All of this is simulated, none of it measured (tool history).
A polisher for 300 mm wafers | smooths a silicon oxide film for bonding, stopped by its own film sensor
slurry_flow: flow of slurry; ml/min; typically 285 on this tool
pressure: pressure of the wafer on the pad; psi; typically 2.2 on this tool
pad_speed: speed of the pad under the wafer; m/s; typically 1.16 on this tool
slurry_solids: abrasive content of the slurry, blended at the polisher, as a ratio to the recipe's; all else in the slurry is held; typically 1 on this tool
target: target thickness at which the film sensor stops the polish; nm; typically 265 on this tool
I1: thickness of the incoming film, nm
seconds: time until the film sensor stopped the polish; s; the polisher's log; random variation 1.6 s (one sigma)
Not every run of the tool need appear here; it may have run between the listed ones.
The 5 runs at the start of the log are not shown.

{"hour": 134.9, "done": "head pressure recalibrated"}
{"run": 6, "hour": 142.5, "slurry_flow": 285, "pressure": 2.2, "pad_speed": 1.16, "slurry_solids": 1, "target": 265, "I1": 325.2, "seconds": 82.5}
{"hour": 201.3, "done": "worn pad replaced by a new one"}
{"run": 7, "hour": 223.8, "slurry_flow": 285, "pressure": 1.4, "pad_speed": 1.16, "slurry_solids": 1, "target": 244, "I1": 325.6, "seconds": 142}
{"hour": 227.9, "done": "slurry blender recalibrated"}
{"run": 8, "hour": 308.9, "slurry_flow": 285, "pressure": 2.2, "pad_speed": 1.16, "slurry_solids": 1, "target": 265, "I1": 328.8, "seconds": 89.1}
{"run": 9, "hour": 331.8, "slurry_flow": 285, "pressure": 2.2, "pad_speed": 1.16, "slurry_solids": 1, "target": 251, "I1": 325.8, "seconds": 104.1}
{"run": 10, "hour": 356.2, "slurry_flow": 285, "pressure": 1.7, "pad_speed": 1.36, "slurry_solids": 0.75, "target": 286, "I1": 330.9, "seconds": 75.3}
{"hour": 365.8, "done": "slurry nozzle cleaned"}
{"run": 11, "hour": 381.7, "slurry_flow": 285, "pressure": 2.2, "pad_speed": 1.16, "slurry_solids": 1, "target": 265, "I1": 328.6, "seconds": 87.2}
{"run": 12, "hour": 394.2, "slurry_flow": 285, "pressure": 1.5, "pad_speed": 1.16, "slurry_solids": 1.2, "target": 265, "I1": 332.9, "seconds": 114.3}
{"run": 13, "hour": 426.3, "slurry_flow": 360, "pressure": 2.2, "pad_speed": 1.16, "slurry_solids": 1, "target": 272, "I1": 328.1, "seconds": 79.3}
{"hour": 445.8, "done": "worn pad replaced by a new one"}
{"run": 14, "hour": 446.3, "slurry_flow": 285, "pressure": 2.2, "pad_speed": 1.16, "slurry_solids": 1, "target": 265, "I1": 331.3, "seconds": 83.2}
{"run": 15, "hour": 465.2, "slurry_flow": 285, "pressure": 1.7, "pad_speed": 1.4, "slurry_solids": 1, "target": 265, "I1": 325.8, "seconds": 81.7}
{"hour": 484.8, "done": "slurry blender recalibrated"}
{"run": 16, "hour": 499.5, "slurry_flow": 380, "pressure": 2.2, "pad_speed": 1.16, "slurry_solids": 1, "target": 251, "I1": 327.9, "seconds": 95.8}
{"hour": 510.6, "done": "head pressure recalibrated"}
{"run": 17, "hour": 525.2, "slurry_flow": 220, "pressure": 2.2, "pad_speed": 1.46, "slurry_solids": 1.2, "target": 265, "I1": 327.8, "seconds": 64.9}
{"run": 18, "hour": 546.4, "slurry_flow": 285, "pressure": 2.2, "pad_speed": 1.16, "slurry_solids": 1.15, "target": 265, "I1": 328.6, "seconds": 82}
{"run": 19, "hour": 561.5, "slurry_flow": 285, "pressure": 1.6, "pad_speed": 1.16, "slurry_solids": 1, "target": 271, "I1": 328.2, "seconds": 94.8}
{"run": 20, "hour": 574.5, "slurry_flow": 285, "pressure": 2.2, "pad_speed": 1.16, "slurry_solids": 0.85, "target": 265, "I1": 327.2, "seconds": 92.7}
{"run": 21, "hour": 598.4, "slurry_flow": 285, "pressure": 2.2, "pad_speed": 1.16, "slurry_solids": 1, "target": 265, "I1": 329.1, "seconds": 84.6}
{"run": 22, "hour": 617.9, "slurry_flow": 285, "pressure": 2.2, "pad_speed": 1.16, "slurry_solids": 1, "target": 265, "I1": 329.3, "seconds": 89.6}
{"run": 23, "hour": 640.3, "slurry_flow": 250, "pressure": 2.2, "pad_speed": 1.16, "slurry_solids": 1.1, "target": 265, "I1": 331, "seconds": 88.4}
{"run": 24, "hour": 657.4, "slurry_flow": 285, "pressure": 2.2, "pad_speed": 1.16, "slurry_solids": 1.15, "target": 285, "I1": 328.5, "seconds": 55.9}
{"hour": 677.8, "done": "worn pad replaced by a new one"}
{"run": 25, "hour": 678.3, "slurry_flow": 260, "pressure": 2.2, "pad_speed": 1.4, "slurry_solids": 0.75, "target": 265, "I1": 332.2, "seconds": 86.2}
{"run": 26, "hour": 701.4, "slurry_flow": 185, "pressure": 2.2, "pad_speed": 1.16, "slurry_solids": 1, "target": 265, "I1": 333.1, "seconds": 93.1}
{"run": 27, "hour": 737.1, "slurry_flow": 285, "pressure": 2.6, "pad_speed": 1.16, "slurry_solids": 1, "target": 265, "I1": 334.7, "seconds": 82.2}
{"run": 28, "hour": 768.6, "slurry_flow": 330, "pressure": 2.2, "pad_speed": 1.16, "slurry_solids": 1, "target": 271, "I1": 328.5, "seconds": 74.2}
{"hour": 777.7, "done": "slurry blender recalibrated"}
{"run": 29, "hour": 794.6, "slurry_flow": 285, "pressure": 2.8, "pad_speed": 1.16, "slurry_solids": 1, "target": 276, "I1": 327.2, "seconds": 58.2}
{"run": 30, "hour": 807.4, "slurry_flow": 285, "pressure": 2.2, "pad_speed": 0.96, "slurry_solids": 1, "target": 265, "I1": 331.5, "seconds": 107.2}

4 ways to go on from here, each from the tool as it stands after run 30. What would each give?
{"run": "A", "hour": 807.8, "slurry_flow": 285, "pressure": 1.6, "pad_speed": 1.16, "slurry_solids": 1, "target": 265, "I1": 330.4, "seconds": "?"}
{"run": "B", "hour": 807.8, "slurry_flow": 285, "pressure": 1.8, "pad_speed": 0.82, "slurry_solids": 1, "target": 265, "I1": 330.4, "seconds": "?"}
{"run": "C", "hour": 807.8, "slurry_flow": 240, "pressure": 1.6, "pad_speed": 0.96, "slurry_solids": 1, "target": 271, "I1": 330.4, "seconds": "?"}
{"run": "D", "hour": 807.8, "slurry_flow": 315, "pressure": 2.8, "pad_speed": 1.4, "slurry_solids": 0.75, "target": 265, "I1": 330.4, "seconds": "?"}

run=A seconds=113.6
run=B seconds=138.9
run=C seconds=122.1
run=D seconds=75.9
Take away the tool's hidden state, keep each run's random variation, and the runs would have read:
run=A seconds=104.4
run=B seconds=127.6
run=C seconds=112.2
run=D seconds=69.8

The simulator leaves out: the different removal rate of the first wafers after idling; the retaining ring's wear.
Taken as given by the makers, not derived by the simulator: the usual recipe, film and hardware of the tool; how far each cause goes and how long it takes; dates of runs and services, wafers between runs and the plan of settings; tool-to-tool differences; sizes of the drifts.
